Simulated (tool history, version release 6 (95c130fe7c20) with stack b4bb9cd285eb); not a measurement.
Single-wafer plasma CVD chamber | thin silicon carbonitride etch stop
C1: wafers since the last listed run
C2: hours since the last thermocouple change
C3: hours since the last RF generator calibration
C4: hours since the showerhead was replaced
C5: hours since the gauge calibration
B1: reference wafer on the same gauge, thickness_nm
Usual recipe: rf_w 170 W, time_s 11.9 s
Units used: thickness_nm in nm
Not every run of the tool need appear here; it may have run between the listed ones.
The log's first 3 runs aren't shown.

Run 4, day 9.067: usual settings; C1 2125; C2 979.1; C3 1886.8; C4 1987.8; C5 357.0; B1 6.356. Result: thickness_nm 6.883 nm.
Run 5, day 11.862: usual settings; C1 1595; C2 1046.2; C3 1953.9; C4 2054.9; C5 424.1; B1 6.348. Result: thickness_nm 6.859 nm.
Run 6, day 16.104: usual settings but time_s 13.4 s; C1 2420; C2 1148.0; C3 2055.7; C4 2156.7; C5 525.9; B1 6.349. Result: thickness_nm 7.724 nm.
Run 7, day 19.221: usual settings but time_s 13.4 s; C1 1778; C2 1222.8; C3 2130.5; C4 2231.5; C5 600.7; B1 6.349. Result: thickness_nm 7.725 nm.
Run 8, day 23.092: usual settings; C1 2209; C2 1315.7; C3 2223.4; C4 2324.4; C5 693.6; B1 6.350. Result: thickness_nm 6.862 nm.
At day 27.942: RF generator calibrated.
Run 9, day 30.654: usual settings; C1 4125; C2 1497.2; C3 65.1; C4 2505.9; C5 875.1; B1 6.350. Result: thickness_nm 6.921 nm.
Run 10, day 36.300: usual settings; C1 3222; C2 1632.7; C3 200.6; C4 2641.4; C5 1010.6; B1 6.351. Result: thickness_nm 6.909 nm.
Run 11, day 40.175: usual settings but rf_w 145 W; C1 2211; C2 1725.7; C3 293.6; C4 2734.4; C5 1103.6; B1 6.348. Result: thickness_nm 6.641 nm.
Run 12, day 43.004: usual settings; C1 1614; C2 1793.6; C3 361.5; C4 2802.3; C5 1171.5; B1 6.351. Result: thickness_nm 6.895 nm.
Run 13, day 45.021: usual settings; C1 1150; C2 1842.0; C3 409.9; C4 2850.7; C5 1219.9; B1 6.350. Result: thickness_nm 6.931 nm.
Run 14, day 47.125: usual settings but rf_w 185 W, time_s 13.4 s; C1 1200; C2 1892.5; C3 460.4; C4 2901.2; C5 1270.4; B1 6.347. Result: thickness_nm 7.946 nm.
Run 15, day 50.312: usual settings; C1 1819; C2 1969.0; C3 536.9; C4 2977.7; C5 1346.9; B1 6.346. Result: thickness_nm 6.914 nm.
Run 16, day 52.971: usual settings but rf_w 155 W, time_s 11.3 s; C1 1517; C2 2032.8; C3 600.7; C4 3041.5; C5 1410.7; B1 6.347. Result: thickness_nm 6.437 nm.
At day 54.388: thermocouple changed; heater temperature recalibrated.
Run 17, day 55.746: usual settings; C1 1393; C2 32.6; C3 667.3; C4 3108.1; C5 1477.3; B1 6.351. Result: thickness_nm 6.915 nm.

Forecast run 18:
Run 18, day 59.075: usual settings but time_s 10.2 s; C1 1899; C2 112.5; C3 747.2; C4 3188.0; C5 1557.2; B1 ?. Result: thickness_nm ?.

B1: 6.352
thickness_nm: 5.929 nm
With the hidden condition absent and the run-to-run variation left alone, this run would have shown thickness_nm 5.943 nm.
